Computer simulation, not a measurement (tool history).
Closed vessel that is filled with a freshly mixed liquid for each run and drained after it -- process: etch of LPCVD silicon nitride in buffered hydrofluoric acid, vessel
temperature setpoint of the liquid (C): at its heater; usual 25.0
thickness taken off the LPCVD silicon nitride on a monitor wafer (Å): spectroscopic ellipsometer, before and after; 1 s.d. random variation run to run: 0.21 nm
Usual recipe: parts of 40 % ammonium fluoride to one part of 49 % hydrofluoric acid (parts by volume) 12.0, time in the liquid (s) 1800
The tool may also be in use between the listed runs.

run    hour  temperature setpoint of the liquid (C)  parts of 40 % ammonium fluoride to one part of 49 % hydrofluoric acid (parts by volume)  time in the liquid (s)  read-back film thickness of the LPCVD silicon nitride reference wafer, read on the same gauge (nm)  thickness taken off the LPCVD silicon nitride on a monitor wafer (Å)
  1     0.0                                    25.0                                                                                     12.0                    2575                                                                                               30.01                                                                 300.7
  2    13.4                                    25.0                                                                                     12.0                    1800                                                                                               29.98                                                                 210.7
  3    41.4                                    25.0                                                                                     12.0                    1215                                                                                               30.03                                                                 140.9
  4    53.7                                    25.0                                                                                     12.0                    1215                                                                                               30.00                                                                 139.4
  5    75.2                                    25.0                                                                                     12.0                    1800                                                                                               30.07                                                                 209.6
  6   104.2                                    25.0                                                                                     12.0                    1800                                                                                               30.01                                                                 208.2
  7   197.0                                    25.0                                                                                     12.0                    1800                                                                                               30.00                                                                 208.1
      197.1  -- gauge calibrated
  8   210.6                                    25.0                                                                                     12.0                    1800                                                                                               30.02                                                                 210.2
      228.7  -- thermometer replaced
  9   231.9                                    25.0                                                                                     12.0                    1800                                                                                               30.00                                                                 207.0
      244.4  -- hydrofluoric acid flow meter replaced
 10   258.8                                    25.0                                                                                     12.0                    1800                                                                                               30.01                                                                 222.1
 11   272.5                                    25.0                                                                                     12.0                    1800                                                                                               30.00                                                                 224.9
 12   326.2                                    25.0                                                                                     12.0                    1800                                                                                               30.02                                                                 217.5
 13   372.5                                    25.0                                                                                     12.0                    1800                                                                                               30.03                                                                 217.5
 14   393.4                                    23.0                                                                                     10.5                    1800                                                                                               29.98                                                                 225.8
 15   419.0                                    29.0                                                                                     16.0                    1800                                                                                               29.98                                                                 206.7
 16   454.3                                    27.0                                                                                      9.0                     770                                                                                               29.95                                                                 133.0
 17   486.0                                    23.0                                                                                      8.5                    2185                                                                                               29.98                                                                 324.2
 18   511.9                                    22.0                                                                                      9.5                    2075                                                                                               29.96                                                                 265.1
 19   546.1                                    20.5                                                                                     14.0                     770                                                                                               30.05                                                                  63.0
 20   559.4                                    23.0                                                                                     16.0                    1800                                                                                               30.02                                                                 147.8
 21   584.2                                    25.0                                                                                     15.0                    2730                                                                                               29.94                                                                 268.5
 22   617.9                                    25.0                                                                                     12.0                    2645                                                                                               29.93                                                                 319.8
 23   719.9                                    23.0                                                                                     10.5                    1800                                                                                               29.98                                                                 222.2
 24   742.8                                    30.0                                                                                      8.0                     805                                                                                               30.00                                                                 182.5
 25   774.7                                    25.0                                                                                     12.0                    1800                                                                                               30.03                                                                 215.9
 26   811.2                                    26.5                                                                                     12.0                    2420                                                                                               29.99                                                                 315.0
 27   887.0                                    25.0                                                                                     12.0                    2085                                                                                               30.02                                                                 252.0
 28   915.1                                    28.0                                                                                     15.5                    1400                                                                                               29.96                                                                 151.1
 29   939.4                                    25.0                                                                                     13.5                     785                                                                                               30.01                                                                  82.8
 30   967.3                                    25.0                                                                                     12.0                    1800                                                                                               30.02                                                                 215.4
      991.0  -- gauge calibrated
 31   996.8                                    29.0                                                                                     12.0                    1800                                                                                               29.93                                                                 269.1
 32  1032.7                                    23.0                                                                                     10.5                    1800                                                                                               30.03                                                                 221.5

Give the tool's hidden conditions for every run:
liquid hotter than its thermometer reads (K): 0, the same for each run
gauge reads high (%): 0, the same for each run
H1: hydrofluoric acid flow below the setpoint (%)
run     H1
  1   6.84
  2   6.89
  3      7
  4   7.05
  5   7.13
  6   7.24
  7    7.6
  8   7.65
  9   7.73
 10  0.497
 11   0.55
 12  0.755
 13  0.932
 14   1.01
 15   1.11
 16   1.25
 17   1.37
 18   1.47
 19    1.6
 20   1.65
 21   1.74
 22   1.87
 23   2.26
 24   2.35
 25   2.47
 26   2.61
 27    2.9
 28   3.01
 29    3.1
 30   3.21
 31   3.32
 32   3.46
